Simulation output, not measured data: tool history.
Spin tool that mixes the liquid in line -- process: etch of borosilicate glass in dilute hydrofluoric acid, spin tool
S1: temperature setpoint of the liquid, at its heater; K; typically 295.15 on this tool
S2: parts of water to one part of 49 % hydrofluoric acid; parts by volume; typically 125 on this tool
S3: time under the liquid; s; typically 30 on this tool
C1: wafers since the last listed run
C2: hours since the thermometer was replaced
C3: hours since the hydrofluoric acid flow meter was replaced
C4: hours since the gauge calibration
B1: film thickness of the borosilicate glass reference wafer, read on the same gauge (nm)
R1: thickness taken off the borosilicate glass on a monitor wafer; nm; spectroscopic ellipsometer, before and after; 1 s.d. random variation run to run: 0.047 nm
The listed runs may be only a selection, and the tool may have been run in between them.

run,hour,S1,S2,S3,C1,C2,C3,C4,B1,R1
1,0,298.65,125,30,0,1457.2,368.1,893.1,50.03,13.32
2,42.9,298.65,125,30,615,1500.1,411,936,49.97,13.33
3,100,295.15,125,30,819,1557.2,468.1,993.1,50,11.7
4,170.4,295.15,125,30,1009,1627.6,538.5,1063.5,49.94,11.69
5,234.7,295.15,125,30,922,1691.9,602.8,1127.8,50.05,11.67
6,282.9,295.15,125,30,691,1740.1,651,1176,49.99,11.77
7,340.2,295.15,125,30,822,1797.4,708.3,1233.3,49.97,11.65
8,368.1,295.15,125,30,400,1825.3,736.2,1261.2,50.01,11.66
9,392.5,296.65,160,30,350,1849.7,760.6,1285.6,49.98,9.3
# hour 405.8: thermometer replaced
10,418.4,296.65,160,30,357,12.6,786.5,1311.5,50.01,9.32
11,465.3,295.15,125,30,672,59.5,833.4,1358.4,50.01,11.66
12,516.3,295.15,125,30,731,110.5,884.4,1409.4,50.02,11.72
13,573.9,299.15,125,30,826,168.1,942,1467,49.98,13.5
14,636.2,291.15,90,15,893,230.4,1004.3,1529.3,50.05,7.13
# hour 649.5: hydrofluoric acid flow meter replaced
# hour 696.9: gauge calibrated
15,701.1,295.15,125,20,916,295.3,51.6,4.2,49.97,7.78
16,741.2,297.15,90,35,575,335.4,91.7,44.3,50.01,21.25
17,803.2,295.15,70,30,889,397.4,153.7,106.3,49.99,22.08
18,872.2,297.65,180,15,989,466.4,222.7,175.3,50.01,4.18
19,923.9,295.15,125,30,741,518.1,274.4,227,50.01,11.72
20,955.3,291.65,125,30,450,549.5,305.8,258.4,50,10.1
21,1006.8,295.15,125,30,738,601,357.3,309.9,50.02,11.73
22,1196.1,295.15,125,30,2715,790.3,546.6,499.2,50.02,11.65
23,1257.7,291.65,170,25,883,851.9,608.2,560.8,50.01,5.96
24,1301.9,297.15,110,50,634,896.1,652.4,605,50.03,24.48

Give the tool's hidden conditions for every run:
liquid hotter than its thermometer reads (K): 0 at every run
hydrofluoric acid flow below the setpoint (%): 0 at every run
gauge reads high (%): 0 at every run

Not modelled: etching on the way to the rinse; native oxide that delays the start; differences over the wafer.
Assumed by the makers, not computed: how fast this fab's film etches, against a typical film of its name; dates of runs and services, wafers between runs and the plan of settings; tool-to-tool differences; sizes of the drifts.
